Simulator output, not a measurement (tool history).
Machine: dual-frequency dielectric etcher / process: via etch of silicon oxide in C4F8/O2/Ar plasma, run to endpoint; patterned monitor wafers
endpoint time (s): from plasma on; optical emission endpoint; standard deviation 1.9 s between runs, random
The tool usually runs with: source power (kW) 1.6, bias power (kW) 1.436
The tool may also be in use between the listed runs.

run   hour  source power (kW)  bias power (kW)  wafers since the last listed run  hours since the last wet clean  hours since the last source power generator calibration  hours since the last bias power generator calibration  hours since the last upper electrode change  incoming incoming film thickness, nm  endpoint time (s)
  1      0                1.6            1.709                                 0                           280.8                                                   2091.4                                                 1476.5                                         1955                                1015.9                241
  2   12.9                1.6            1.709                                57                           293.7                                                   2104.3                                                 1489.4                                       1967.9                                1012.3              241.8
  3   26.6                1.6            1.709                                61                           307.4                                                     2118                                                 1503.1                                       1981.6                                1016.2              241.6
  4   41.7                1.6            1.436                                67                           322.5                                                   2133.1                                                 1518.2                                       1996.7                                1008.3              256.4
  5     66               1.72            1.436                               108                           346.8                                                   2157.4                                                 1542.5                                         2021                                1006.3              254.4
  6   81.4               1.77            1.436                                68                           362.2                                                   2172.8                                                 1557.9                                       2036.4                                1017.3              250.2
  7  114.2               1.77            1.436                               146                             395                                                   2205.6                                                 1590.7                                       2069.2                                1016.4              249.5
  8  139.2               1.77            1.436                               111                             420                                                   2230.6                                                 1615.7                                       2094.2                                1007.6              246.8
  9  166.9                1.6            1.436                               123                           447.7                                                   2258.3                                                 1643.4                                       2121.9                                1009.5              259.4
 10  192.5                1.6            1.436                               114                           473.3                                                   2283.9                                                   1669                                       2147.5                                1010.2              256.2
 11  211.7                1.6            1.436                                85                           492.5                                                   2303.1                                                 1688.2                                       2166.7                                  1005              261.8
 12  228.1                1.6            1.436                                73                           508.9                                                   2319.5                                                 1704.6                                       2183.1                                1017.8              263.6
     236.2  -- bias power generator calibrated
     256.6  -- upper electrode replaced
 13  257.1                1.6            1.436                                20                           537.9                                                   2348.5                                                   20.9                                          0.5                                1008.9              261.2
     311.3  -- wet clean of the chamber
 14  311.8               1.42            1.436                               137                             0.5                                                   2403.2                                                   75.6                                         55.2                                1010.1              257.1
 15  341.5               1.49            1.101                               132                            30.2                                                   2432.9                                                  105.3                                         84.9                                1007.9              285.4
 16  414.9                1.6            1.436                               327                           103.6                                                   2506.3                                                  178.7                                        158.3                                1020.9              253.3
       472  -- source power generator calibrated
 17  493.3               1.41            1.677                               332                             182                                                     21.3                                                  257.1                                        236.7                                1015.6              250.2
 18  509.3                1.6            1.436                                71                             198                                                     37.3                                                  273.1                                        252.7                                1013.9              253.1
 19  572.3               1.71            1.436                               281                             261                                                    100.3                                                  336.1                                        315.7                                1018.4              251.9
 20  596.7                1.6            1.436                               108                           285.4                                                    124.7                                                  360.5                                        340.1                                1003.3              255.7
 21  628.3               1.24             1.15                               141                             317                                                    156.3                                                  392.1                                        371.7                                1004.4              300.6
 22  661.6               1.94            1.318                               148                           350.3                                                    189.6                                                  425.4                                          405                                1015.6              254.5
 23  683.5               1.33            1.436                                97                           372.2                                                    211.5                                                  447.3                                        426.9                                1011.1              271.6
 24  698.9               1.86            1.733                                68                           387.6                                                    226.9                                                  462.7                                        442.3                                1003.1              227.8
 25  716.8                1.6            1.436                                79                           405.5                                                    244.8                                                  480.6                                        460.2                                1003.2              256.4
 26  732.9               1.92            1.589                                71                           421.6                                                    260.9                                                  496.7                                        476.3                                1009.1              237.4

Entry by entry between the runs, the difference in hidden state between the last listed run before and the first listed run after:
From run 12 to run 13: bias power generator calibrated (hour 236.2); upper electrode replaced (hour 256.6)
  etch rate over this chamber's usual, %: -4.02 -> -4.29
  difference, measured minus the result without the unlogged condition, endpoint time (s): +10.6 -> +11.2
From run 13 to run 14: wet clean of the chamber (hour 311.3)
  etch rate over this chamber's usual, %: -4.29 -> -0.205
  difference, measured minus the result without the unlogged condition, endpoint time (s): +11.2 -> +0.5
From run 16 to run 17: source power generator calibrated (hour 472)
  etch rate over this chamber's usual, %: -1.13 -> -1.84
  difference, measured minus the result without the unlogged condition, endpoint time (s): +2.8 -> +4.6
